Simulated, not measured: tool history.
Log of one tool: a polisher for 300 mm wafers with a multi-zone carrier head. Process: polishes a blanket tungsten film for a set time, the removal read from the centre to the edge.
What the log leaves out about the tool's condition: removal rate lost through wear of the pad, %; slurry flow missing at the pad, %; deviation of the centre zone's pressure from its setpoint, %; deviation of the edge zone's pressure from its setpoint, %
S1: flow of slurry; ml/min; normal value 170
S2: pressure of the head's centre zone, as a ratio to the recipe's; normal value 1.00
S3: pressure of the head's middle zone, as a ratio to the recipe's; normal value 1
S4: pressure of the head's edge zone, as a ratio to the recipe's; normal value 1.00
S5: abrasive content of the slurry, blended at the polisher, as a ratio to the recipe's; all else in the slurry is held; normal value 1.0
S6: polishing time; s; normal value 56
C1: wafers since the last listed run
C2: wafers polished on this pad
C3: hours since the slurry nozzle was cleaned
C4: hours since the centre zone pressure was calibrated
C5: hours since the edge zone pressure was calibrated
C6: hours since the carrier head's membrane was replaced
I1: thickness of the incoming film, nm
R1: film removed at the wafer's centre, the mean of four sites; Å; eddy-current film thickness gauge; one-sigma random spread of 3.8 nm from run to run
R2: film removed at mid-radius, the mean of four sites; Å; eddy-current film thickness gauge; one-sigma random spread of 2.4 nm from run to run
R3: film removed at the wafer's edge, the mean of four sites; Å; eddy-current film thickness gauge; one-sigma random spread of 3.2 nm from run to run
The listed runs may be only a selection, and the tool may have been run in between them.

run	day	S1	S2	S3	S4	S5	S6	C1	C2	C3	C4	C5	C6	I1	R1	R2	R3
1	0.000	170	0.94	1	1.00	1.0	56	0	1076	151.5	616.0	485.7	910.7	792.9	2207	2379	2533
2	0.892	170	1.00	1	1.00	1.0	56	273	1350	172.9	637.4	507.1	932.1	795.7	2415	2380	2496
3	1.671	155	1.00	1	1.00	1.0	56	238	1589	191.6	656.1	525.8	950.8	780.9	2302	2359	2506
# day 2.354: worn pad replaced by a new one
4	2.742	170	1.00	1	1.00	1.0	56	277	118	217.3	681.8	551.5	976.5	795.7	2282	2391	2537
5	3.896	170	1.00	1	1.00	1.0	56	353	472	245.0	709.5	579.2	1004.2	782.8	2253	2338	2573
# day 3.954: slurry nozzle cleaned
6	7.638	170	1.00	1	1.00	1.0	56	1134	1606	88.4	799.3	669.0	1094.0	787.0	2389	2441	2570
7	8.992	170	1.00	1	1.00	1.0	56	415	2022	120.9	831.8	701.5	1126.5	789.3	2355	2412	2496
# day 9.438: worn pad replaced by a new one, of another model than before
# day 9.992: carrier head's membrane replaced by a new one
8	10.138	170	1.00	1	1.00	1.0	56	236	151	148.4	859.3	729.0	3.5	797.0	2215	2245	2441
9	10.738	170	1.00	1	1.00	1.0	56	183	335	162.8	873.7	743.4	17.9	782.3	2162	2213	2386
# day 11.192: edge zone pressure recalibrated
10	11.967	225	1.00	1	1.05	1.2	56	351	686	192.3	903.2	18.6	47.4	789.5	2435	2493	2688
11	12.804	170	0.93	1	0.91	1.0	66	256	943	212.4	923.3	38.7	67.5	778.5	2282	2576	2701
12	14.204	190	1.00	1	1.00	1.0	40	429	1372	246.0	956.9	72.3	101.1	782.4	1594	1593	1740
# day 15.308: slurry nozzle cleaned
13	15.342	170	1.00	1	0.94	1.2	56	336	1708	0.8	984.2	99.6	128.4	797.0	2536	2648	2625

Run 14 is up next; what results do you expect?
# day 16.162: centre zone pressure recalibrated
14	16.650	220	0.97	1	1.09	1.2	56	375	2084	32.2	11.7	131.0	159.8	790.1	?	?	?

Run 14 came out at R1 2500 Å, R2 2665 Å, R3 2891 Å.
If the tool had no hidden condition, the same run with the same run-to-run variation would have returned R1 2585 Å, R2 2746 Å, R3 2956 Å.
